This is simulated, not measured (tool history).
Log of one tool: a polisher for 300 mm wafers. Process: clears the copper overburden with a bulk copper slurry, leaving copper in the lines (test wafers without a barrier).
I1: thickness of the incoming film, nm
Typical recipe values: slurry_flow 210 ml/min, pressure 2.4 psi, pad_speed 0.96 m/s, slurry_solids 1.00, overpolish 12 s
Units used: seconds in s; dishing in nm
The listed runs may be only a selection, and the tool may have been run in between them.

{"run": 1, "hour": 0.0, "slurry_flow": 185, "pressure": 2.4, "pad_speed": 0.96, "slurry_solids": 1.0, "overpolish": 12, "I1": 531.5, "seconds": 65.3, "dishing": 55.4}
{"run": 2, "hour": 32.4, "slurry_flow": 185, "pressure": 2.4, "pad_speed": 0.96, "slurry_solids": 1.0, "overpolish": 12, "I1": 530.7, "seconds": 63.5, "dishing": 55.6}
{"hour": 79.5, "done": "worn pad replaced by a new one"}
{"hour": 89.5, "done": "slurry nozzle cleaned"}
{"run": 3, "hour": 95.7, "slurry_flow": 210, "pressure": 2.4, "pad_speed": 0.96, "slurry_solids": 1.0, "overpolish": 12, "I1": 527.0, "seconds": 59.9, "dishing": 59.6}
{"run": 4, "hour": 145.3, "slurry_flow": 210, "pressure": 2.4, "pad_speed": 0.96, "slurry_solids": 1.0, "overpolish": 12, "I1": 529.0, "seconds": 60.7, "dishing": 57.6}
{"run": 5, "hour": 214.5, "slurry_flow": 185, "pressure": 1.7, "pad_speed": 0.8, "slurry_solids": 1.0, "overpolish": 12, "I1": 534.5, "seconds": 90.8, "dishing": 39.8}
{"run": 6, "hour": 275.3, "slurry_flow": 210, "pressure": 3.1, "pad_speed": 0.96, "slurry_solids": 1.0, "overpolish": 12, "I1": 527.6, "seconds": 48.1, "dishing": 66.5}
{"hour": 291.3, "done": "slurry blender recalibrated"}
{"run": 7, "hour": 320.0, "slurry_flow": 145, "pressure": 2.4, "pad_speed": 0.96, "slurry_solids": 1.0, "overpolish": 12, "I1": 525.3, "seconds": 66.0, "dishing": 53.9}
{"run": 8, "hour": 368.3, "slurry_flow": 210, "pressure": 2.4, "pad_speed": 0.96, "slurry_solids": 0.9, "overpolish": 12, "I1": 527.9, "seconds": 64.7, "dishing": 53.7}
{"run": 9, "hour": 565.1, "slurry_flow": 255, "pressure": 2.4, "pad_speed": 0.68, "slurry_solids": 1.0, "overpolish": 12, "I1": 537.0, "seconds": 76.6, "dishing": 49.6}
{"hour": 607.4, "done": "worn pad replaced by a new one"}
{"run": 10, "hour": 626.8, "slurry_flow": 210, "pressure": 2.4, "pad_speed": 0.96, "slurry_solids": 1.0, "overpolish": 12, "I1": 536.3, "seconds": 64.5, "dishing": 54.2}
{"run": 11, "hour": 667.4, "slurry_flow": 245, "pressure": 2.4, "pad_speed": 0.96, "slurry_solids": 1.0, "overpolish": 12, "I1": 536.8, "seconds": 62.2, "dishing": 56.0}
{"hour": 710.5, "done": "slurry nozzle cleaned"}
{"run": 12, "hour": 711.9, "slurry_flow": 155, "pressure": 2.4, "pad_speed": 0.96, "slurry_solids": 0.9, "overpolish": 12, "I1": 527.9, "seconds": 63.3, "dishing": 56.1}
{"hour": 753.2, "done": "head pressure recalibrated"}
{"hour": 771.1, "done": "slurry blender recalibrated"}
{"run": 13, "hour": 777.6, "slurry_flow": 210, "pressure": 2.4, "pad_speed": 0.66, "slurry_solids": 0.85, "overpolish": 12, "I1": 536.2, "seconds": 79.0, "dishing": 46.9}
{"run": 14, "hour": 827.8, "slurry_flow": 170, "pressure": 2.4, "pad_speed": 0.96, "slurry_solids": 0.75, "overpolish": 14, "I1": 540.8, "seconds": 71.3, "dishing": 59.6}
{"run": 15, "hour": 888.4, "slurry_flow": 210, "pressure": 2.4, "pad_speed": 0.96, "slurry_solids": 1.0, "overpolish": 15, "I1": 527.7, "seconds": 62.9, "dishing": 65.5}
{"run": 16, "hour": 929.1, "slurry_flow": 150, "pressure": 3.2, "pad_speed": 0.96, "slurry_solids": 1.0, "overpolish": 12, "I1": 530.7, "seconds": 51.2, "dishing": 66.0}
{"run": 17, "hour": 988.4, "slurry_flow": 210, "pressure": 2.4, "pad_speed": 1.08, "slurry_solids": 1.0, "overpolish": 17, "I1": 540.4, "seconds": 59.4, "dishing": 75.3}

Run 18 is up next; what results do you expect?
{"run": 18, "hour": 1089.6, "slurry_flow": 230, "pressure": 3.2, "pad_speed": 0.96, "slurry_solids": 0.7, "overpolish": 14, "I1": 536.4, "seconds": "?", "dishing": "?"}

For run 18 the tool returned seconds 54.9 s, dishing 72.5 nm.
Had the tool carried no hidden state, the very same run would have given seconds 51.8 s, dishing 75.3 nm.
